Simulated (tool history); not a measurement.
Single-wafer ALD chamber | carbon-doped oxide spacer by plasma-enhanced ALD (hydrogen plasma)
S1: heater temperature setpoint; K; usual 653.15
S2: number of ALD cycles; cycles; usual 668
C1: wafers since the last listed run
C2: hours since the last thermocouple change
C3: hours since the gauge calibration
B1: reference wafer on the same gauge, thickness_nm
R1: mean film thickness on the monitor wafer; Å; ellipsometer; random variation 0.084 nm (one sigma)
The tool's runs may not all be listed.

run 1 hour=0 | S1=653.15 S2=668 | C1=0 C2=1275.1 C3=1466.5 | B1=31.391 | R1=336.43
run 2 hour=78 | S1=653.15 S2=668 | C1=30 C2=1353.1 C3=1544.5 | B1=31.393 | R1=336.9
run 3 hour=137.7 | S1=653.15 S2=668 | C1=23 C2=1412.8 C3=1604.2 | B1=31.397 | R1=335.8
run 4 hour=222.6 | S1=653.15 S2=668 | C1=32 C2=1497.7 C3=1689.1 | B1=31.428 | R1=336.4
run 5 hour=306.9 | S1=653.15 S2=668 | C1=32 C2=1582 C3=1773.4 | B1=31.394 | R1=335.6
run 6 hour=362.7 | S1=653.15 S2=753 | C1=21 C2=1637.8 C3=1829.2 | B1=31.399 | R1=379.07
run 7 hour=430.2 | S1=653.15 S2=753 | C1=26 C2=1705.3 C3=1896.7 | B1=31.419 | R1=377.81
run 8 hour=518.7 | S1=653.15 S2=751 | C1=34 C2=1793.8 C3=1985.2 | B1=31.401 | R1=376.54
run 9 hour=606.2 | S1=653.15 S2=751 | C1=33 C2=1881.3 C3=2072.7 | B1=31.393 | R1=378.87
run 10 hour=648.9 | S1=653.15 S2=751 | C1=16 C2=1924 C3=2115.4 | B1=31.396 | R1=379.71
run 11 hour=690.6 | S1=653.15 S2=668 | C1=16 C2=1965.7 C3=2157.1 | B1=31.409 | R1=337.42
run 12 hour=739 | S1=653.15 S2=668 | C1=18 C2=2014.1 C3=2205.5 | B1=31.393 | R1=336.53
run 13 hour=830.1 | S1=656.15 S2=668 | C1=35 C2=2105.2 C3=2296.6 | B1=31.41 | R1=337.08
run 14 hour=869 | S1=656.15 S2=668 | C1=15 C2=2144.1 C3=2335.5 | B1=31.394 | R1=335.85
run 15 hour=907 | S1=650.15 S2=624 | C1=14 C2=2182.1 C3=2373.5 | B1=31.38 | R1=314.7
run 16 hour=971.4 | S1=653.15 S2=668 | C1=24 C2=2246.5 C3=2437.9 | B1=31.393 | R1=335.55
-- hour=1043.8 thermocouple changed; heater temperature recalibrated
run 17 hour=1068.2 | S1=642.15 S2=736 | C1=34 C2=24.4 C3=2534.7 | B1=31.399 | R1=370.26
-- hour=1153.5 gauge calibrated
run 18 hour=1295.5 | S1=643.15 S2=668 | C1=87 C2=251.7 C3=142 | B1=31.41 | R1=337.18
run 19 hour=1386.1 | S1=649.15 S2=753 | C1=34 C2=342.3 C3=232.6 | B1=31.394 | R1=378.77
run 20 hour=1457.9 | S1=645.15 S2=622 | C1=27 C2=414.1 C3=304.4 | B1=31.399 | R1=313.75
run 21 hour=1538.7 | S1=657.15 S2=758 | C1=31 C2=494.9 C3=385.2 | B1=31.391 | R1=380.67
run 22 hour=1586.1 | S1=653.15 S2=668 | C1=18 C2=542.3 C3=432.6 | B1=31.405 | R1=334.97
run 23 hour=1642.5 | S1=653.15 S2=751 | C1=21 C2=598.7 C3=489 | B1=31.386 | R1=377.61
run 24 hour=1855.8 | S1=649.15 S2=611 | C1=82 C2=812 C3=702.3 | B1=31.387 | R1=306.52
run 25 hour=1931.7 | S1=653.15 S2=668 | C1=29 C2=887.9 C3=778.2 | B1=31.404 | R1=335.48
run 26 hour=2021.6 | S1=664.15 S2=780 | C1=34 C2=977.8 C3=868.1 | B1=31.406 | R1=391.38
run 27 hour=2129.3 | S1=661.15 S2=777 | C1=41 C2=1085.5 C3=975.8 | B1=31.416 | R1=391.23
run 28 hour=2184 | S1=642.15 S2=757 | C1=21 C2=1140.2 C3=1030.5 | B1=31.39 | R1=381.47
run 29 hour=2283.8 | S1=648.15 S2=709 | C1=38 C2=1240 C3=1130.3 | B1=31.406 | R1=357.03
run 30 hour=2350.8 | S1=661.15 S2=769 | C1=25 C2=1307 C3=1197.3 | B1=31.4 | R1=386.1
run 31 hour=2454.3 | S1=653.15 S2=668 | C1=39 C2=1410.5 C3=1300.8 | B1=31.394 | R1=335.47

How the hidden state differs across the entries between the runs, from the last listed run before each to the first after it:
Between runs 16 and 17: thermocouple changed; heater temperature recalibrated (hour 1043.8)
  no hidden state differs between the two runs
Between runs 17 and 18: gauge calibrated (hour 1153.5)
  no hidden state differs between the two runs

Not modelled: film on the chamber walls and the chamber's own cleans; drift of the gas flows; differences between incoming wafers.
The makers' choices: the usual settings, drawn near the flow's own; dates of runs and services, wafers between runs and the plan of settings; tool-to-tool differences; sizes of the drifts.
